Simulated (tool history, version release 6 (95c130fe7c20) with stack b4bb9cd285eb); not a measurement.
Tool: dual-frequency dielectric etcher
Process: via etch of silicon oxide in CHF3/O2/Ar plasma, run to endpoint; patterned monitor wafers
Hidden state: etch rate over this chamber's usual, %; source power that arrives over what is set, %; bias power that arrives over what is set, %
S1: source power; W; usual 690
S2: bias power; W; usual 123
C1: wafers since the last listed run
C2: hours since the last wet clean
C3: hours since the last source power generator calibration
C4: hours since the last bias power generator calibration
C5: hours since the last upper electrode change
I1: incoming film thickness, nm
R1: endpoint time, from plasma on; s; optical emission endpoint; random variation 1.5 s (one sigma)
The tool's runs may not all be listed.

run    hour   S1   S2   C1     C2      C3      C4      C5     I1     R1
  1     0.0  690  123    0  315.6  2620.2  2161.1  3155.6  821.9  465.4
  2    39.6  690  123  204  355.2  2659.8  2200.7  3195.2  826.1  466.5
  3    88.8  690  123  254  404.4  2709.0  2249.9  3244.4  808.8  456.2
  4   114.7  690  123  134  430.3  2734.9  2275.8  3270.3  816.5  460.3
  5   147.6  690  123  170  463.2  2767.8  2308.7  3303.2  825.4  461.9
      290.1  -- wet clean of the chamber
  6   316.4  690  123  749   26.3  2936.6  2477.5  3472.0  821.0  449.4
  7   381.6  690  123  337   91.5  3001.8  2542.7  3537.2  825.0  449.0
  8   415.0  690  133  172  124.9  3035.2  2576.1  3570.6  823.5  440.1
  9   455.2  690  133  207  165.1  3075.4  2616.3  3610.8  818.9  437.9
 10   492.8  690  133  194  202.7  3113.0  2653.9  3648.4  815.8  432.5
 11   518.6  690  123  133  228.5  3138.8  2679.7  3674.2  825.6  446.8
 12   545.2  690  123  137  255.1  3165.4  2706.3  3700.8  824.1  447.8
      603.5  -- wet clean of the chamber, repeated, since the last time left the tool worse
 13   604.0  690  123  180    0.5  3224.2  2765.1  3759.6  822.1  469.2
 14   610.2  690  123   32    6.7  3230.4  2771.3  3765.8  820.6  471.2
 15   652.7  530  106  219   49.2  3272.9  2813.8  3808.3  815.0  512.5
 16   690.6  690  123  196   87.1  3310.8  2851.7  3846.2  826.2  472.4
 17   757.0  690  123  343  153.5  3377.2  2918.1  3912.6  831.2  472.8
 18   827.9  730  123  366  224.4  3448.1  2989.0  3983.5  825.0  459.0
      881.4  -- source power generator calibrated
 19   886.4  620  123  281  282.9     5.0  3047.5  4042.0  828.5  481.4
 20   939.2  610   97  273  335.7    57.8  3100.3  4094.8  821.0  500.5
     1006.4  -- bias power generator calibrated
     1020.2  -- upper electrode replaced
 21  1020.7  690  123  329  417.2   139.3    14.3     0.5  817.1  455.6
 22  1056.9  690  123  187  453.4   175.5    50.5    36.7  824.9  458.9
 23  1159.4  540  102  530  555.9   278.0   153.0   139.2  812.0  502.8
     1232.3  -- wet clean of the chamber
 24  1232.8  570  106  255    0.5   351.4   226.4   212.6  822.6  511.6
 25  1258.4  760  102  132   26.1   377.0   252.0   238.2  818.8  470.8
 26  1329.7  640  151  368   97.4   448.3   323.3   309.5  827.3  459.7

Forecast each of these 4 alternatives for the next run:
  A  1330.2  760  123   2  97.9  448.8  323.8  310.0  829.8   ?
  B  1330.2  550  123   2  97.9  448.8  323.8  310.0  829.8   ?
  C  1330.2  690  107   2  97.9  448.8  323.8  310.0  829.8   ?
  D  1330.2  540  100   2  97.9  448.8  323.8  310.0  829.8   ?

run     R1
  A  459.8
  B  504.7
  C  486.2
  D  528.1
Without the tool's hidden state the same runs would have given:
run     R1
  A  462.2
  B  507.4
  C  488.7
  D  530.8

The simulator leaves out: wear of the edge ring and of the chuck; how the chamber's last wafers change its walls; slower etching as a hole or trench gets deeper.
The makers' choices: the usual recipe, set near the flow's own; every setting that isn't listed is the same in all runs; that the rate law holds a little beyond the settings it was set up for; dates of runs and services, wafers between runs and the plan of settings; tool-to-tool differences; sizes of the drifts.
